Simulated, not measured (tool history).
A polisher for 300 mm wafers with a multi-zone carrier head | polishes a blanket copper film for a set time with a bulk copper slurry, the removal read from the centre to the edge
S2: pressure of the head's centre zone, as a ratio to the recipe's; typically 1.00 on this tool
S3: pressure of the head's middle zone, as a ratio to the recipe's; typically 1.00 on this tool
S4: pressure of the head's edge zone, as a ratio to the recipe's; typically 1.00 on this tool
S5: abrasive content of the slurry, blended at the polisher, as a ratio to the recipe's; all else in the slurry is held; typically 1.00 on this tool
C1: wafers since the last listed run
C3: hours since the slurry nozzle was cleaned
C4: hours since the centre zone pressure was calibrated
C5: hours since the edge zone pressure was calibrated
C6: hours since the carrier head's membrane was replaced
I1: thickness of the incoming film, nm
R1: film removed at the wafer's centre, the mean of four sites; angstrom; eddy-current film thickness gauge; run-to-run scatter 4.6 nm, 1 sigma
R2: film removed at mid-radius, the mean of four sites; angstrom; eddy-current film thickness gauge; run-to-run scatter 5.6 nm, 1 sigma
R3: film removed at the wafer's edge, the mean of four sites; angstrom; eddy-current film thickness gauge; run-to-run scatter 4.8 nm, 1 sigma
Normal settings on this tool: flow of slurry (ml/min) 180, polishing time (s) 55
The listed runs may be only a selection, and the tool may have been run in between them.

{"run": 1, "day": 0.0, "flow of slurry (ml/min)": 180, "S2": 0.94, "S3": 1.0, "S4": 1.0, "S5": 1.0, "polishing time (s)": 55, "C1": 0, "wafers polished on this pad": 2022, "C3": 186.9, "C4": 192.7, "C5": 135.4, "C6": 118.3, "I1": 3423.0, "R1": 6423, "R2": 6581, "R3": 6865}
{"day": 2.825, "done": "worn pad replaced by a new one"}
{"run": 2, "day": 2.967, "flow of slurry (ml/min)": 180, "S2": 0.94, "S3": 1.0, "S4": 1.0, "S5": 1.0, "polishing time (s)": 55, "C1": 700, "wafers polished on this pad": 35, "C3": 258.1, "C4": 263.9, "C5": 206.6, "C6": 189.5, "I1": 3450.6, "R1": 6187, "R2": 6486, "R3": 6659}
{"run": 3, "day": 5.229, "flow of slurry (ml/min)": 180, "S2": 1.0, "S3": 0.96, "S4": 1.0, "S5": 1.0, "polishing time (s)": 55, "C1": 565, "wafers polished on this pad": 601, "C3": 312.4, "C4": 318.2, "C5": 260.9, "C6": 243.8, "I1": 3438.3, "R1": 6458, "R2": 6147, "R3": 6711}
{"day": 5.621, "done": "slurry nozzle cleaned"}
{"run": 4, "day": 7.133, "flow of slurry (ml/min)": 180, "S2": 1.0, "S3": 1.0, "S4": 1.0, "S5": 1.0, "polishing time (s)": 55, "C1": 465, "wafers polished on this pad": 1066, "C3": 36.3, "C4": 363.9, "C5": 306.6, "C6": 289.5, "I1": 3463.4, "R1": 6993, "R2": 6958, "R3": 7084}
{"run": 5, "day": 9.7, "flow of slurry (ml/min)": 180, "S2": 1.0, "S3": 1.0, "S4": 1.09, "S5": 1.0, "polishing time (s)": 55, "C1": 641, "wafers polished on this pad": 1708, "C3": 97.9, "C4": 425.5, "C5": 368.2, "C6": 351.1, "I1": 3494.6, "R1": 6895, "R2": 6808, "R3": 7392}
{"run": 6, "day": 11.167, "flow of slurry (ml/min)": 230, "S2": 1.0, "S3": 1.0, "S4": 1.06, "S5": 1.15, "polishing time (s)": 55, "C1": 366, "wafers polished on this pad": 2075, "C3": 133.1, "C4": 460.7, "C5": 403.4, "C6": 386.3, "I1": 3430.2, "R1": 7321, "R2": 7189, "R3": 7527}
{"run": 7, "day": 12.512, "flow of slurry (ml/min)": 195, "S2": 0.92, "S3": 1.0, "S4": 1.0, "S5": 1.0, "polishing time (s)": 55, "C1": 336, "wafers polished on this pad": 2412, "C3": 165.4, "C4": 493.0, "C5": 435.7, "C6": 418.6, "I1": 3465.1, "R1": 6491, "R2": 6870, "R3": 7018}
{"run": 8, "day": 13.912, "flow of slurry (ml/min)": 180, "S2": 1.0, "S3": 1.0, "S4": 1.0, "S5": 1.0, "polishing time (s)": 67, "C1": 350, "wafers polished on this pad": 2762, "C3": 199.0, "C4": 526.6, "C5": 469.3, "C6": 452.2, "I1": 3390.2, "R1": 8200, "R2": 8147, "R3": 8282}
{"day": 15.45, "done": "worn pad replaced by a new one"}
{"run": 9, "day": 16.233, "flow of slurry (ml/min)": 180, "S2": 1.0, "S3": 1.0, "S4": 1.0, "S5": 1.0, "polishing time (s)": 55, "C1": 538, "wafers polished on this pad": 196, "C3": 254.7, "C4": 582.3, "C5": 525.0, "C6": 507.9, "I1": 3456.9, "R1": 6641, "R2": 6635, "R3": 6793}
{"day": 17.721, "done": "slurry nozzle cleaned"}
{"run": 10, "day": 18.275, "flow of slurry (ml/min)": 140, "S2": 1.0, "S3": 1.0, "S4": 1.0, "S5": 0.7, "polishing time (s)": 55, "C1": 500, "wafers polished on this pad": 696, "C3": 13.3, "C4": 631.3, "C5": 574.0, "C6": 556.9, "I1": 3360.9, "R1": 6193, "R2": 6171, "R3": 6477}
{"day": 18.642, "done": "centre zone pressure recalibrated"}
{"run": 11, "day": 19.321, "flow of slurry (ml/min)": 180, "S2": 1.0, "S3": 1.09, "S4": 1.0, "S5": 1.0, "polishing time (s)": 63, "C1": 240, "wafers polished on this pad": 937, "C3": 38.4, "C4": 16.3, "C5": 599.1, "C6": 582.0, "I1": 3463.3, "R1": 7964, "R2": 8475, "R3": 8021}
{"run": 12, "day": 20.762, "flow of slurry (ml/min)": 180, "S2": 1.0, "S3": 1.04, "S4": 1.08, "S5": 1.0, "polishing time (s)": 39, "C1": 360, "wafers polished on this pad": 1297, "C3": 73.0, "C4": 50.9, "C5": 633.7, "C6": 616.6, "I1": 3399.9, "R1": 4890, "R2": 4992, "R3": 5109}
{"run": 13, "day": 21.883, "flow of slurry (ml/min)": 200, "S2": 0.94, "S3": 1.0, "S4": 1.0, "S5": 1.0, "polishing time (s)": 55, "C1": 280, "wafers polished on this pad": 1577, "C3": 99.9, "C4": 77.8, "C5": 660.6, "C6": 643.5, "I1": 3434.1, "R1": 6617, "R2": 6842, "R3": 6996}
{"day": 23.975, "done": "carrier head's membrane replaced by a new one"}
{"run": 14, "day": 24.288, "flow of slurry (ml/min)": 180, "S2": 1.0, "S3": 1.0, "S4": 1.0, "S5": 1.0, "polishing time (s)": 55, "C1": 549, "wafers polished on this pad": 2127, "C3": 157.6, "C4": 135.5, "C5": 718.3, "C6": 7.5, "I1": 3405.5, "R1": 6711, "R2": 6775, "R3": 6897}
{"run": 15, "day": 25.442, "flow of slurry (ml/min)": 180, "S2": 1.0, "S3": 0.9, "S4": 0.89, "S5": 1.0, "polishing time (s)": 55, "C1": 288, "wafers polished on this pad": 2415, "C3": 185.3, "C4": 163.2, "C5": 746.0, "C6": 35.2, "I1": 3398.6, "R1": 6663, "R2": 6142, "R3": 6548}
{"run": 16, "day": 26.546, "flow of slurry (ml/min)": 180, "S2": 1.0, "S3": 1.06, "S4": 1.0, "S5": 1.0, "polishing time (s)": 69, "C1": 276, "wafers polished on this pad": 2691, "C3": 211.8, "C4": 189.7, "C5": 772.5, "C6": 61.7, "I1": 3429.6, "R1": 8346, "R2": 8656, "R3": 8634}
{"day": 26.929, "done": "worn pad replaced by a new one"}
{"run": 17, "day": 28.629, "flow of slurry (ml/min)": 240, "S2": 1.0, "S3": 1.0, "S4": 1.0, "S5": 1.0, "polishing time (s)": 60, "C1": 479, "wafers polished on this pad": 424, "C3": 261.8, "C4": 239.7, "C5": 822.5, "C6": 111.7, "I1": 3417.7, "R1": 7648, "R2": 7581, "R3": 7698}
{"day": 29.921, "done": "slurry nozzle cleaned"}
{"run": 18, "day": 31.554, "flow of slurry (ml/min)": 205, "S2": 1.0, "S3": 1.0, "S4": 1.0, "S5": 1.0, "polishing time (s)": 55, "C1": 721, "wafers polished on this pad": 1145, "C3": 39.2, "C4": 309.9, "C5": 892.7, "C6": 181.9, "I1": 3408.3, "R1": 7107, "R2": 6979, "R3": 7193}
{"run": 19, "day": 33.825, "flow of slurry (ml/min)": 180, "S2": 1.0, "S3": 0.88, "S4": 1.0, "S5": 1.0, "polishing time (s)": 55, "C1": 567, "wafers polished on this pad": 1713, "C3": 93.7, "C4": 364.4, "C5": 947.2, "C6": 236.4, "I1": 3414.7, "R1": 6873, "R2": 6167, "R3": 7058}
{"run": 20, "day": 35.442, "flow of slurry (ml/min)": 180, "S2": 1.0, "S3": 1.0, "S4": 1.0, "S5": 1.0, "polishing time (s)": 55, "C1": 404, "wafers polished on this pad": 2118, "C3": 132.5, "C4": 403.2, "C5": 986.0, "C6": 275.2, "I1": 3450.1, "R1": 6875, "R2": 6708, "R3": 7050}

Hidden state, per run?
removal rate lost through wear of the pad, %: 0 across all the runs
deviation of the centre zone's pressure from its setpoint, %: 0 across all the runs
deviation of the edge zone's pressure from its setpoint, %: 0 across all the runs
H1: slurry flow missing at the pad, %
run=1 H1=25.7
run=2 H1=33.1
run=3 H1=38.8
run=4 H1=4.94
run=5 H1=11.3
run=6 H1=15
run=7 H1=18.4
run=8 H1=21.8
run=9 H1=27.6
run=10 H1=6.59
run=11 H1=9.2
run=12 H1=12.8
run=13 H1=15.6
run=14 H1=21.6
run=15 H1=24.5
run=16 H1=27.2
run=17 H1=32.4
run=18 H1=5.82
run=19 H1=11.5
run=20 H1=15.5
